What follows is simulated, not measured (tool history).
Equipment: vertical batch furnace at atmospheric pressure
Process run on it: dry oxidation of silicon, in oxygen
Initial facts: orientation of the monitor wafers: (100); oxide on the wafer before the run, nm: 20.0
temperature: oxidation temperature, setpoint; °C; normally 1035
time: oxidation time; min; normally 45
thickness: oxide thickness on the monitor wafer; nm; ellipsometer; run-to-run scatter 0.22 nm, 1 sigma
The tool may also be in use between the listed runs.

run	hour	temperature	time	read-back reference wafer on the same gauge, thickness	thickness
1	0	1043	40	78.13	67.74
2	8.1	1029	52.5	78.05	70.36
3	24.1	1029	52.5	78.19	70.05
4	61	1025	45	78.21	63.06
5	68.3	1025	45	78.02	62.47
6	84.9	1025	45	78.09	62.94
7	96.1	1035	45	78.14	67.94
8	111.8	1035	35	78.04	59.52
9	121.6	1035	35	78.09	59.43
# hour 149.8: boat lift adjusted
10	150.3	1047	45	78.16	74.17
11	154.8	1047	45	78.14	74.49
12	159.4	1015	45	78.13	58.09
13	167.9	1015	45	78.08	57.92
# hour 184: gauge calibrated
# hour 198.5: thermocouples replaced and temperature profile calibrated
14	199	1015	45	78.07	58.08
15	203.6	1020	45	78.14	60.49
16	210.9	1043	66	78.07	89.86
17	224.1	1019	45	78.08	60.05
18	242	1035	67.5	78.08	85.25
19	259.2	1010	37.5	78.03	50.9
20	270.9	1047	45	78.12	74.52
21	279.3	1054	33	78.13	66.09
22	325.3	1018	45	78.19	59.68
23	334.2	1056	45	78.05	79.1
24	353.1	1042	45	78	70.89
25	366.7	1035	64.5	78.12	83.04
26	374.2	1035	65.5	78.08	84.14
27	389.5	1043	66	78.11	89.45
28	400.4	1057	36.5	78.15	71.36
29	412.5	1035	45	78.18	68.14

Consider 5 possible next runs. They are alternatives, not a sequence: every one starts from the tool as it was left by run 29. What does each give?
A	417.1	1035	45	?	?
B	417.1	1022	24.5	?	?
C	417.1	1035	32	?	?
D	417.1	1019	52	?	?
E	417.1	1059	36	?	?

run	read-back reference wafer on the same gauge, thickness	thickness
A	78.14	67.77
B	78.14	45.73
C	78.14	56.74
D	78.14	64.8
E	78.14	71.73
With the hidden condition removed and each run's random variation left untouched, the same runs would have given:
run	thickness
A	67.77
B	45.73
C	56.74
D	64.8
E	71.73
